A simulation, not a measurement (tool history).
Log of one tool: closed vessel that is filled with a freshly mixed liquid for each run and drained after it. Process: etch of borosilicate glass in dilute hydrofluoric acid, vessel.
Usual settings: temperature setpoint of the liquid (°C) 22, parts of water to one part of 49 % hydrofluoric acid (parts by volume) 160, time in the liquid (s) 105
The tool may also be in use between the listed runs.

run	hour	temperature setpoint of the liquid (°C)	parts of water to one part of 49 % hydrofluoric acid (parts by volume)	time in the liquid (s)	read-back film thickness of the borosilicate glass reference wafer, read on the same gauge (nm)	thickness taken off the borosilicate glass on a monitor wafer (Å)
1	0.0	22	160	105	59.99	190.8
2	13.3	22	160	105	60.04	190.2
3	24.7	22	160	75	60.02	135.3
4	33.0	22	160	105	59.95	188.9
5	47.7	22	200	105	59.99	145.5
# hour 55.7: gauge calibrated
6	63.3	22	160	70	60.03	125.6
7	77.4	22	160	70	59.97	125.6
8	84.8	22	160	70	60.06	125.1
9	101.8	22	130	105	59.99	237.9
10	119.3	22	130	105	60.01	237.4
11	128.0	22	190	105	59.98	153.3
12	142.9	22	190	105	60.02	152.0
13	155.0	22	160	105	59.97	185.2
14	164.4	19	125	140	59.97	290.2
15	177.6	18	120	70	59.97	145.3
# hour 181.2: thermometer replaced
16	186.1	26	160	105	59.98	239.5
17	192.2	22	160	105	60.00	206.0

Run 18 comes next. What will it give?
# hour 195.9: hydrofluoric acid flow meter replaced
18	203.9	19	125	140	?	?

{"run 18": {"read-back film thickness of the borosilicate glass reference wafer, read on the same gauge (nm)": 59.98, "thickness taken off the borosilicate glass on a monitor wafer (Å)": 321.7}}
Without the tool's hidden state the same run would have given thickness taken off the borosilicate glass on a monitor wafer (Å) 324.5.

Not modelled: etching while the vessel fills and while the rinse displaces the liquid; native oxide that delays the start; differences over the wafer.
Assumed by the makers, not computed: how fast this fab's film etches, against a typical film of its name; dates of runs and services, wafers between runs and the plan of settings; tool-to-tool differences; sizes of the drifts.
